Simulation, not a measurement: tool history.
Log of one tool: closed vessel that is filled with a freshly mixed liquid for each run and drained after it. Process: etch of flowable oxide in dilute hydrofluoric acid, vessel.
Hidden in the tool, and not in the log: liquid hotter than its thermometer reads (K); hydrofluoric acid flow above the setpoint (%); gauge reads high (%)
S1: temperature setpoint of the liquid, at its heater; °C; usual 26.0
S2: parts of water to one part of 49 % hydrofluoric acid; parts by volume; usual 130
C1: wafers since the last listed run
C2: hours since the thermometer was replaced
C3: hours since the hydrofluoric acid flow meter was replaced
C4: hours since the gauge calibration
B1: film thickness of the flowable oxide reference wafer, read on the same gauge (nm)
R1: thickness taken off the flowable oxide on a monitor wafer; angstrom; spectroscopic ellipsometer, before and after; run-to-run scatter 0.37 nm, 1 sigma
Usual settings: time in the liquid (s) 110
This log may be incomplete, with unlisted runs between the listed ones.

Run 1, day 0.000: usual settings; C1 0; C2 1106.2; C3 353.0; C4 313.7; B1 119.99. Result: R1 444.8 angstrom.
Run 2, day 1.038: usual settings; C1 2048; C2 1131.1; C3 377.9; C4 338.6; B1 119.98. Result: R1 451.8 angstrom.
Run 3, day 2.004: usual settings; C1 1908; C2 1154.3; C3 401.1; C4 361.8; B1 120.02. Result: R1 441.1 angstrom.
Run 4, day 3.304: usual settings; C1 2566; C2 1185.5; C3 432.3; C4 393.0; B1 119.99. Result: R1 451.0 angstrom.
At day 7.592: thermometer replaced.
Run 5, day 7.612: usual settings; C1 8424; C2 0.5; C3 535.7; C4 496.4; B1 119.97. Result: R1 454.7 angstrom.
Run 6, day 8.325: usual settings but S1 30.0 °C, S2 100 parts by volume; C1 1406; C2 17.6; C3 552.8; C4 513.5; B1 119.97. Result: R1 728.8 angstrom.
Run 7, day 9.433: usual settings but S1 30.0 °C, S2 100 parts by volume; C1 2188; C2 44.2; C3 579.4; C4 540.1; B1 119.99. Result: R1 731.9 angstrom.
Run 8, day 12.821: usual settings but S1 23.5 °C, S2 160 parts by volume, time in the liquid (s) 150; C1 6688; C2 125.5; C3 660.7; C4 621.4; B1 120.06. Result: R1 453.7 angstrom.
At day 13.521: gauge calibrated.
Run 9, day 13.717: usual settings but S2 105 parts by volume, time in the liquid (s) 150; C1 1768; C2 147.0; C3 682.2; C4 4.7; B1 119.99. Result: R1 821.1 angstrom.
At day 13.950: hydrofluoric acid flow meter replaced.
Run 10, day 15.075: usual settings but S1 30.0 °C, S2 70 parts by volume, time in the liquid (s) 135; C1 2599; C2 179.6; C3 27.0; C4 37.3; B1 120.01. Result: R1 1220.5 angstrom.
Run 11, day 18.562: usual settings; C1 6885; C2 263.3; C3 110.7; C4 121.0; B1 120.00. Result: R1 429.8 angstrom.
Run 12, day 19.158: usual settings but time in the liquid (s) 150; C1 1176; C2 277.6; C3 125.0; C4 135.3; B1 119.99. Result: R1 597.7 angstrom.
Run 13, day 19.812: usual settings but S1 24.0 °C, time in the liquid (s) 130; C1 1291; C2 293.3; C3 140.7; C4 151.0; B1 120.02. Result: R1 472.3 angstrom.

What does the tool deliver on the next run?
Run 14, day 20.317: usual settings but S1 21.5 °C, S2 170 parts by volume, time in the liquid (s) 155; C1 995; C2 305.4; C3 152.8; C4 163.1; B1 ?. Result: R1 ?.

Run 14 measured B1 119.98, R1 378.2 angstrom.
With no hidden state in the tool, this same run would have given R1 365.9 angstrom.
